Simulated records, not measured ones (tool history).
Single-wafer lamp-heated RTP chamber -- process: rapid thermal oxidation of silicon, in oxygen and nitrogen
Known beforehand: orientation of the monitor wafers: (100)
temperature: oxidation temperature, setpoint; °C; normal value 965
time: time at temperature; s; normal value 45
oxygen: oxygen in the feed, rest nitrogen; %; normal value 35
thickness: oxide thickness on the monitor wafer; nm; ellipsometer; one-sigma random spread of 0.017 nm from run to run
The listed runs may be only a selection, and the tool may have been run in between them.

run	hour	temperature	time	oxygen	wafers since the last listed run	wafers since the last pyrometer calibration	hours since the oxygen flow controller was replaced	hours since the gauge calibration	read-back reference wafer on the same gauge, thickness	thickness
1	0.0	965	45	35	0	500	3410.7	209.6	3.785	3.296
2	39.7	965	45	35	229	729	3450.4	249.3	3.781	3.324
3	93.8	965	45	35	313	1042	3504.5	303.4	3.778	3.287
4	172.5	965	45	35	455	1498	3583.2	382.1	3.774	3.295
5	260.2	965	45	35	507	2005	3670.9	469.8	3.778	3.305
6	352.3	965	45	35	532	2538	3763.0	561.9	3.777	3.349
7	410.8	965	45	35	338	2877	3821.5	620.4	3.774	3.343
8	448.1	984	45	35	215	3092	3858.8	657.7	3.779	3.709
9	555.5	984	45	35	621	3714	3966.2	765.1	3.779	3.754
10	610.0	965	32	51	315	4029	4020.7	819.6	3.788	3.304
11	681.4	965	45	35	413	4442	4092.1	891.0	3.789	3.393
12	787.4	965	45	35	613	5056	4198.1	997.0	3.785	3.401
13	828.5	946	45	35	237	5294	4239.2	1038.1	3.780	3.135
# hour 932.3: oxygen flow controller replaced
14	932.8	988	45	35	557	5851	0.5	1142.4	3.779	3.969
15	968.0	974	59	62	203	6054	35.7	1177.6	3.779	4.818
# hour 1023.2: pyrometer window cleaned and pyrometer calibrated
16	1050.2	965	29	43	429	155	117.9	1259.8	3.780	3.003
# hour 1053.0: gauge calibrated
17	1143.1	965	45	35	537	693	210.8	90.1	3.779	3.307
18	1220.8	956	65	17	449	1143	288.5	167.8	3.779	3.075
19	1270.3	965	45	35	286	1429	338.0	217.3	3.774	3.319
20	1349.2	965	45	35	456	1886	416.9	296.2	3.781	3.307
21	1418.5	988	36	35	400	2287	486.2	365.5	3.776	3.460
22	1518.6	965	45	35	579	2866	586.3	465.6	3.779	3.317
23	1561.5	949	45	54	248	3114	629.2	508.5	3.779	3.406
24	1666.0	965	45	35	604	3719	733.7	613.0	3.779	3.353
25	1737.9	992	24	24	416	4135	805.6	684.9	3.779	2.941

Selected run-to-run steps in thickness, each split into two signed amounts: the part the tool would show with no hidden state at all (from settings, incoming material and random variation), and the remainder, which goes to the hidden state together with any gauge scatter not common to the measured and the hidden-state-free results:
What the log doesn't record here: true wafer temperature minus pyrometer reading, K; deviation of the oxygen flow from its setpoint, %; gauge reads high (%).
Run 13 -> 14: temperature 946 -> 988, oxygen flow controller replaced. thickness +0.834 nm: hidden state +0.121, all else +0.713.
Run 14 -> 15: temperature 988 -> 974, time 45 -> 59, oxygen 35 -> 62. thickness +0.849 nm: hidden state +0.115, all else +0.734.
Run 15 -> 16: temperature 974 -> 965, time 59 -> 29, oxygen 62 -> 43, pyrometer window cleaned and pyrometer calibrated. thickness -1.815 nm: hidden state -0.340, all else -1.475.
